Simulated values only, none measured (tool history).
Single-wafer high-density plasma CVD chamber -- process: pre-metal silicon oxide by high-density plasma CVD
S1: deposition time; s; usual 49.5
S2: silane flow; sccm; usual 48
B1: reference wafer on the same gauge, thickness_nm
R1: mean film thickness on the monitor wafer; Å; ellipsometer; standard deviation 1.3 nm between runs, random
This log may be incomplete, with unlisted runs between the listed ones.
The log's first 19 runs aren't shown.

| run | hour | S1 | S2 | B1 | R1 |
|---|---|---|---|---|---|
| 20 | 1402.9 | 49.5 | 48 | 198.65 | 2256.83 |
| 21 | 1484 | 39.8 | 54 | 199.215 | 2047.65 |
|  | 1544 | gauge calibrated |
| 22 | 1591.2 | 49.5 | 44 | 198.994 | 2087.01 |
| 23 | 1792.7 | 57.8 | 39 | 199.052 | 2200.51 |
|  | 1807.1 | silane flow controller replaced |
| 24 | 1872.9 | 58.3 | 55 | 198.765 | 3118.06 |
| 25 | 1920.6 | 49.5 | 48 | 198.96 | 2357.3 |
| 26 | 2145.8 | 49.5 | 48 | 198.83 | 2291 |
| 27 | 2214.7 | 55.5 | 41 | 199.085 | 2254.61 |
| 28 | 2314.1 | 46.5 | 45 | 198.798 | 2026.14 |
| 29 | 2351.2 | 56.9 | 53 | 198.84 | 2877.83 |
| 30 | 2450.5 | 41 | 44 | 198.549 | 1768.61 |
| 31 | 2514 | 49.5 | 48 | 199.011 | 2278.85 |
| 32 | 2551.8 | 59 | 55 | 199.026 | 3118.43 |
| 33 | 2619.6 | 49.5 | 48 | 199.045 | 2298.96 |
| 34 | 2714.1 | 49.5 | 48 | 199.105 | 2290.17 |
| 35 | 2797 | 41.2 | 39 | 198.932 | 1559.67 |
| 36 | 2845.9 | 45.4 | 45 | 199.141 | 1954.58 |
| 37 | 2947.7 | 53 | 57 | 198.927 | 2874.93 |
| 38 | 2996.9 | 54.7 | 57 | 198.957 | 2970.09 |
| 39 | 3098.2 | 54.9 | 40 | 199.165 | 2121.21 |

Each row is a separate what-if for the run after 39, all from the same tool condition, not one after another. Results?
| A | 3098.6 | 39.8 | 48 | ? | ? |
| B | 3098.6 | 45.1 | 41 | ? | ? |
| C | 3098.6 | 49.5 | 55 | ? | ? |
| D | 3098.6 | 43.5 | 51 | ? | ? |
| E | 3098.6 | 47 | 51 | ? | ? |

| run | B1 | R1 |
|---|---|---|
| A | 199.124 | 1831.77 |
| B | 199.124 | 1793.17 |
| C | 199.124 | 2588.29 |
| D | 199.124 | 2118.84 |
| E | 199.124 | 2289.32 |
With the hidden condition removed and each run's random variation left untouched, the same runs would have given:
| run | R1 |
|---|---|
| A | 1894.38 |
| B | 1854.46 |
| C | 2676.76 |
| D | 2191.27 |
| E | 2367.57 |

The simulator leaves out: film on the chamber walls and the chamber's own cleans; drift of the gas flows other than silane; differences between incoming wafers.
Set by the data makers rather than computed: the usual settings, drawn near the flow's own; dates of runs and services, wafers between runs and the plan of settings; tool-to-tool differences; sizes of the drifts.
